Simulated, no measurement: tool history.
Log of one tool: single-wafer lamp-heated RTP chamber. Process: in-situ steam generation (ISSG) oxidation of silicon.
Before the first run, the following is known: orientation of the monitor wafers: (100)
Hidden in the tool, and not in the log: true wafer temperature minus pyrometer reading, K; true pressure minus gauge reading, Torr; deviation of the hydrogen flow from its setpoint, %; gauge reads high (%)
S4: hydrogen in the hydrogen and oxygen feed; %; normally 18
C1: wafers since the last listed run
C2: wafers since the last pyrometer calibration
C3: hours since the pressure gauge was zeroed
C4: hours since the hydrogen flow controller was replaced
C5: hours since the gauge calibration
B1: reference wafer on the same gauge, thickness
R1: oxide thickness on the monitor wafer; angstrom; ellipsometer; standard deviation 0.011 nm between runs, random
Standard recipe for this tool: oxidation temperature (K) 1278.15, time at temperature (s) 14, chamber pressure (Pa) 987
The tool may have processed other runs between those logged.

Run 1, hour 0: usual settings; C1 0; C2 2191; C3 3494.2; C4 2702.9; C5 206; B1 3.926. Result: R1 46.06 angstrom.
Run 2, hour 64.7: usual settings; C1 878; C2 3069; C3 3558.9; C4 2767.6; C5 270.7; B1 3.927. Result: R1 46.11 angstrom.
Run 3, hour 123.6: usual settings but S4 11 %; C1 799; C2 3869; C3 3617.8; C4 2826.5; C5 329.6; B1 3.93. Result: R1 41.52 angstrom.
Run 4, hour 227.9: usual settings but S4 11 %; C1 1416; C2 5285; C3 3722.1; C4 2930.8; C5 433.9; B1 3.933. Result: R1 41.42 angstrom.
At hour 274.7: pyrometer window cleaned and pyrometer calibrated.
Run 5, hour 275.2: usual settings but chamber pressure (Pa) 1067; C1 533; C2 7; C3 3769.4; C4 2978.1; C5 481.2; B1 3.929. Result: R1 46.05 angstrom.
Run 6, hour 322.2: usual settings but chamber pressure (Pa) 1067; C1 638; C2 645; C3 3816.4; C4 3025.1; C5 528.2; B1 3.925. Result: R1 46.26 angstrom.
Run 7, hour 398.4: usual settings; C1 1034; C2 1679; C3 3892.6; C4 3101.3; C5 604.4; B1 3.932. Result: R1 46.2 angstrom.
Run 8, hour 498.1: usual settings; C1 1353; C2 3033; C3 3992.3; C4 3201; C5 704.1; B1 3.926. Result: R1 46.37 angstrom.
Run 9, hour 577.2: usual settings; C1 1073; C2 4107; C3 4071.4; C4 3280.1; C5 783.2; B1 3.931. Result: R1 46.62 angstrom.
Run 10, hour 614.9: usual settings; C1 511; C2 4619; C3 4109.1; C4 3317.8; C5 820.9; B1 3.933. Result: R1 46.51 angstrom.
Run 11, hour 669.7: usual settings; C1 744; C2 5363; C3 4163.9; C4 3372.6; C5 875.7; B1 3.932. Result: R1 46.41 angstrom.
At hour 701.7: pressure gauge zeroed.
At hour 750.2: hydrogen flow controller replaced.
At hour 768.5: pyrometer window cleaned and pyrometer calibrated.
Run 12, hour 769: usual settings; C1 1022; C2 7; C3 67.3; C4 18.8; C5 975; B1 3.937. Result: R1 46.07 angstrom.
Run 13, hour 819: usual settings; C1 678; C2 686; C3 117.3; C4 68.8; C5 1025; B1 3.933. Result: R1 45.99 angstrom.
Run 14, hour 917.8: usual settings but oxidation temperature (K) 1288.15, time at temperature (s) 11, chamber pressure (Pa) 1040, S4 12 %; C1 1341; C2 2027; C3 216.1; C4 167.6; C5 1123.8; B1 3.924. Result: R1 39.06 angstrom.
Run 15, hour 963.8: usual settings but oxidation temperature (K) 1287.15, time at temperature (s) 13, chamber pressure (Pa) 1133, S4 23 %; C1 624; C2 2652; C3 262.1; C4 213.6; C5 1169.8; B1 3.932. Result: R1 48.99 angstrom.
Run 16, hour 1042.4: usual settings; C1 1067; C2 3719; C3 340.7; C4 292.2; C5 1248.4; B1 3.93. Result: R1 46.14 angstrom.
Run 17, hour 1128.8: usual settings but oxidation temperature (K) 1270.15, chamber pressure (Pa) 920, S4 26 %; C1 1173; C2 4892; C3 427.1; C4 378.6; C5 1334.8; B1 3.927. Result: R1 49.39 angstrom.
At hour 1174.3: gauge calibrated.
Run 18, hour 1194.1: usual settings; C1 886; C2 5778; C3 492.4; C4 443.9; C5 19.8; B1 3.929. Result: R1 46.77 angstrom.
At hour 1256.7: pyrometer window cleaned and pyrometer calibrated.
Run 19, hour 1257.2: usual settings but oxidation temperature (K) 1284.15, time at temperature (s) 18; C1 748; C2 6; C3 555.5; C4 507; C5 82.9; B1 3.932. Result: R1 53.13 angstrom.
Run 20, hour 1336.6: usual settings but chamber pressure (Pa) 1107; C1 1078; C2 1084; C3 634.9; C4 586.4; C5 162.3; B1 3.926. Result: R1 46.11 angstrom.
Run 21, hour 1442.2: usual settings but oxidation temperature (K) 1290.15, time at temperature (s) 16, chamber pressure (Pa) 1160, S4 24 %; C1 1433; C2 2518; C3 740.5; C4 692; C5 267.9; B1 3.934. Result: R1 55.1 angstrom.
Run 22, hour 1495: usual settings but S4 27 %; C1 716; C2 3234; C3 793.3; C4 744.8; C5 320.7; B1 3.928. Result: R1 51.33 angstrom.
Run 23, hour 1542.7: usual settings; C1 647; C2 3882; C3 841; C4 792.5; C5 368.4; B1 3.934. Result: R1 46.49 angstrom.
Run 24, hour 1644.5: usual settings; C1 1382; C2 5264; C3 942.8; C4 894.3; C5 470.2; B1 3.933. Result: R1 46.75 angstrom.
Run 25, hour 1745.2: usual settings but time at temperature (s) 10, chamber pressure (Pa) 920; C1 1367; C2 6631; C3 1043.5; C4 995; C5 570.9; B1 3.931. Result: R1 40.16 angstrom.
At hour 1818.7: pyrometer window cleaned and pyrometer calibrated.
Run 26, hour 1829.8: usual settings; C1 1040; C2 150; C3 1128.1; C4 1079.6; C5 655.5; B1 3.927. Result: R1 45.96 angstrom.

Consider 3 possible next runs. They are alternatives, not a sequence: every one starts from the tool as it was left by run 26. What does each give?
Run A, hour 1830.2: usual settings; C1 5; C2 156; C3 1128.5; C4 1080; C5 655.9; B1 ?. Result: R1 ?.
Run B, hour 1830.2: usual settings but S4 13 %; C1 5; C2 156; C3 1128.5; C4 1080; C5 655.9; B1 ?. Result: R1 ?.
Run C, hour 1830.2: usual settings but oxidation temperature (K) 1296.15, chamber pressure (Pa) 1067, S4 25 %; C1 5; C2 156; C3 1128.5; C4 1080; C5 655.9; B1 ?. Result: R1 ?.

run     B1     R1
  A  3.927  45.93
  B  3.927  42.54
  C  3.927  53.67
With no hidden state in the tool, these same runs would have given:
run     R1
  A  45.92
  B  42.53
  C  53.66

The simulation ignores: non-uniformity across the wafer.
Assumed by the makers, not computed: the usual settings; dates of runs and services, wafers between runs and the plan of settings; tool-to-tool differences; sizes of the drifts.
